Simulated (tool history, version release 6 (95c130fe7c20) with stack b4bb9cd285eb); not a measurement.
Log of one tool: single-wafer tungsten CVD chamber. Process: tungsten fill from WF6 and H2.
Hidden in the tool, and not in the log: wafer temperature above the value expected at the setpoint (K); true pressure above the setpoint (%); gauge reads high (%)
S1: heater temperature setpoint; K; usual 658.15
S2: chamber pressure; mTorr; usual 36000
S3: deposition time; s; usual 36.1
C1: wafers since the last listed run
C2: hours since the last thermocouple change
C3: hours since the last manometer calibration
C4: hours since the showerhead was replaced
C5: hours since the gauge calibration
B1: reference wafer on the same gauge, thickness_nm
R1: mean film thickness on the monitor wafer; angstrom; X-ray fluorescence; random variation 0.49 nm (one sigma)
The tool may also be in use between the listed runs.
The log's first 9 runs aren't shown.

run    hour      S1     S2    S3    C1      C2      C3      C4      C5      B1       R1
 10   488.1  667.15  36000  36.1  1003  1236.8  2400.8  5343.8  1235.7  86.917  1011.37
 11   532.5  655.15  36000  36.1   828  1281.2  2445.2  5388.2  1280.1  86.947   771.36
      555.7  -- thermocouple changed; heater temperature recalibrated
 12   604.2  655.15  36000  36.1  1187    48.5  2516.9  5459.9  1351.8  86.623   774.72
 13   653.8  655.15  36000  36.1   924    98.1  2566.5  5509.5  1401.4  86.842   774.76
 14   708.2  658.15  36000  36.1  1014   152.5  2620.9  5563.9  1455.8  86.876   830.63
 15   738.8  658.15  36000  36.1   570   183.1  2651.5  5594.5  1486.4  87.127   825.10
 16   784.3  658.15  33500  36.1   848   228.6  2697.0  5640.0  1531.9  87.010   768.27
 17   852.0  658.15  36000  36.1  1262   296.3  2764.7  5707.7  1599.6  86.900   822.36
 18   908.6  666.15  36000  36.1  1055   352.9  2821.3  5764.3  1656.2  86.898   983.97
 19   935.5  668.15  27700  36.1   501   379.8  2848.2  5791.2  1683.1  86.809   808.56
 20   960.8  671.15  44100  41.4   471   405.1  2873.5  5816.5  1708.4  86.977  1465.11
      977.1  -- capacitance manometer re-zeroed and calibrated
 21  1014.7  669.15  29800  40.3   855   459.0    37.6  5870.4  1762.3  87.029   997.42
     1066.4  -- gauge calibrated
 22  1080.3  645.15  41600  31.9  1223   524.6   103.2  5936.0    13.9  86.811   595.49
 23  1130.9  654.15  39200  42.5   943   575.2   153.8  5986.6    64.5  86.807   955.75
 24  1165.1  647.15  43000  42.5   637   609.4   188.0  6020.8    98.7  86.793   872.91
 25  1209.1  658.15  38300  39.8   820   653.4   232.0  6064.8   142.7  86.756   963.21
 26  1280.3  664.15  36000  36.1  1327   724.6   303.2  6136.0   213.9  86.976   943.02
 27  1336.2  672.15  41700  41.8  1042   780.5   359.1  6191.9   269.8  86.967  1451.03
     1357.3  -- showerhead replaced
 28  1382.6  643.15  29200  33.9   716   826.9   405.5    25.3   316.2  87.132   454.62
 29  1426.2  663.15  33500  38.7   813   870.5   449.1    68.9   359.8  86.816   930.63
 30  1454.6  649.15  36000  39.8   529   898.9   477.5    97.3   388.2  87.159   741.50
 31  1489.3  671.15  29900  29.6   647   933.6   512.2   132.0   422.9  87.130   770.59
 32  1513.5  673.15  36000  38.6   451   957.8   536.4   156.2   447.1  86.906  1230.04
 33  1708.4  658.15  36000  36.1  3634  1152.7   731.3   351.1   642.0  87.164   824.54
 34  1764.5  658.15  36000  36.1  1046  1208.8   787.4   407.2   698.1  86.674   821.61

Forecast each of these 4 alternatives for the next run:
  A  1764.9  658.15  36000  38.1   7  1209.2  787.8  407.6  698.5   ?   ?
  B  1764.9  671.15  30100  31.6   7  1209.2  787.8  407.6  698.5   ?   ?
  C  1764.9  658.15  44400  36.1   7  1209.2  787.8  407.6  698.5   ?   ?
  D  1764.9  665.15  36000  36.1   7  1209.2  787.8  407.6  698.5   ?   ?

run      B1      R1
  A  86.709  863.11
  B  86.709  813.05
  C  86.709  954.04
  D  86.709  954.82
Without the tool's hidden state the same runs would have given:
run      R1
  A  863.11
  B  813.05
  C  954.04
  D  954.82

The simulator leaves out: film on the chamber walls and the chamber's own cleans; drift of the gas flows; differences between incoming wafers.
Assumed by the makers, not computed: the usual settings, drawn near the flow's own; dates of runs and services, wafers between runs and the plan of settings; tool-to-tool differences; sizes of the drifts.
